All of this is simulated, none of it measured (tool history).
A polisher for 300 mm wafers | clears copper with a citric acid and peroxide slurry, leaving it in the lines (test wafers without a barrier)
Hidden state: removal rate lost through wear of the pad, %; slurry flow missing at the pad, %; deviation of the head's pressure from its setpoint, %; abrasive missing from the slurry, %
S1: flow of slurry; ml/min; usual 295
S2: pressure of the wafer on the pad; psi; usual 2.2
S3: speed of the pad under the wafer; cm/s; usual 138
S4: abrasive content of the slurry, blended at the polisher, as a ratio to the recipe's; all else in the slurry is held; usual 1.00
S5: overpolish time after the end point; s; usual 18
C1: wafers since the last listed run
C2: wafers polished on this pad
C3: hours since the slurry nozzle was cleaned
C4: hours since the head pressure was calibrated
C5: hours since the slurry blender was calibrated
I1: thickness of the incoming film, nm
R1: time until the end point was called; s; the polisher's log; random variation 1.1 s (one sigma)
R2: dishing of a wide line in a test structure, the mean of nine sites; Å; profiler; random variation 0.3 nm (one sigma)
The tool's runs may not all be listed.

Run 1, hour 0.0: usual settings but S5 25 s; C1 0; C2 140; C3 97.0; C4 633.7; C5 10.8; I1 197.2. Result: R1 83.9 s, R2 364 Å.
Run 2, hour 20.7: usual settings but S2 1.7 psi, S5 24 s; C1 181; C2 322; C3 117.7; C4 654.4; C5 31.5; I1 198.0. Result: R1 107.5 s, R2 281 Å.
At hour 44.8: worn pad replaced by a new one.
Run 3, hour 45.3: usual settings but S2 1.7 psi, S5 24 s; C1 181; C2 4; C3 142.3; C4 679.0; C5 56.1; I1 197.0. Result: R1 104.2 s, R2 285 Å.
Run 4, hour 55.7: usual settings but S2 1.7 psi, S5 24 s; C1 91; C2 96; C3 152.7; C4 689.4; C5 66.5; I1 197.2. Result: R1 105.7 s, R2 279 Å.
Run 5, hour 89.0: usual settings but S5 12 s; C1 292; C2 388; C3 186.0; C4 722.7; C5 99.8; I1 195.0. Result: R1 82.2 s, R2 192 Å.
Run 6, hour 104.5: usual settings but S5 12 s; C1 136; C2 525; C3 201.5; C4 738.2; C5 115.3; I1 197.8. Result: R1 81.7 s, R2 197 Å.
At hour 120.7: worn pad replaced by a new one.
Run 7, hour 129.8: usual settings but S5 12 s; C1 187; C2 80; C3 226.8; C4 763.5; C5 140.6; I1 193.9. Result: R1 80.6 s, R2 192 Å.
At hour 139.5: slurry nozzle cleaned.
Run 8, hour 143.6: usual settings but S2 2.8 psi, S5 21 s; C1 112; C2 192; C3 4.1; C4 777.3; C5 154.4; I1 194.8. Result: R1 63.4 s, R2 393 Å.
Run 9, hour 178.4: usual settings but S1 240 ml/min, S3 180 cm/s; C1 305; C2 498; C3 38.9; C4 812.1; C5 189.2; I1 195.8. Result: R1 62.8 s, R2 342 Å.
At hour 182.5: slurry blender recalibrated.
At hour 182.9: worn pad replaced by a new one.
Run 10, hour 212.0: usual settings but S2 1.6 psi, S5 27 s; C1 274; C2 255; C3 72.5; C4 845.7; C5 29.5; I1 195.5. Result: R1 108.6 s, R2 295 Å.
Run 11, hour 227.1: usual settings but S2 1.9 psi, S4 0.70; C1 132; C2 388; C3 87.6; C4 860.8; C5 44.6; I1 192.1. Result: R1 99.1 s, R2 235 Å.
Run 12, hour 246.4: usual settings; C1 169; C2 557; C3 106.9; C4 880.1; C5 63.9; I1 197.3. Result: R1 79.8 s, R2 283 Å.
At hour 258.9: worn pad replaced by a new one, of another model than before.
Run 13, hour 262.7: usual settings; C1 108; C2 33; C3 123.2; C4 896.4; C5 80.2; I1 198.7. Result: R1 84.0 s, R2 278 Å.
At hour 270.3: head pressure recalibrated.
Run 14, hour 279.3: usual settings but S1 255 ml/min, S3 90 cm/s, S4 0.90, S5 11 s; C1 128; C2 161; C3 139.8; C4 9.0; C5 96.8; I1 194.7. Result: R1 109.8 s, R2 134 Å.
Run 15, hour 303.9: usual settings but S1 240 ml/min, S3 180 cm/s; C1 216; C2 377; C3 164.4; C4 33.6; C5 121.4; I1 196.5. Result: R1 76.9 s, R2 295 Å.
Run 16, hour 324.4: usual settings but S3 118 cm/s, S4 1.25; C1 180; C2 557; C3 184.9; C4 54.1; C5 141.9; I1 194.0. Result: R1 89.2 s, R2 258 Å.
At hour 333.5: worn pad replaced by a new one.
At hour 342.0: slurry nozzle cleaned.
Run 17, hour 345.8: usual settings but S3 184 cm/s, S4 1.20; C1 144; C2 99; C3 3.8; C4 75.5; C5 163.3; I1 193.2. Result: R1 70.9 s, R2 302 Å.

4 ways to go on from here, each from the tool as it stands after run 17. What would each give?
Run A, hour 346.2: usual settings; C1 3; C2 103; C3 4.2; C4 75.9; C5 163.7; I1 195.5. Result: R1 ?, R2 ?.
Run B, hour 346.2: usual settings but S3 158 cm/s, S4 0.90; C1 3; C2 103; C3 4.2; C4 75.9; C5 163.7; I1 195.5. Result: R1 ?, R2 ?.
Run C, hour 346.2: usual settings but S2 1.6 psi, S3 160 cm/s, S4 0.85, S5 13 s; C1 3; C2 103; C3 4.2; C4 75.9; C5 163.7; I1 195.5. Result: R1 ?, R2 ?.
Run D, hour 346.2: usual settings but S1 355 ml/min; C1 3; C2 103; C3 4.2; C4 75.9; C5 163.7; I1 195.5. Result: R1 ?, R2 ?.

run     R1   R2
  A   87.3  263
  B   82.6  276
  C  101.5  171
  D   86.3  266
Without the tool's hidden state the same runs would have given:
run     R1   R2
  A   87.8  262
  B   83.0  275
  C  102.0  170
  D   86.8  264
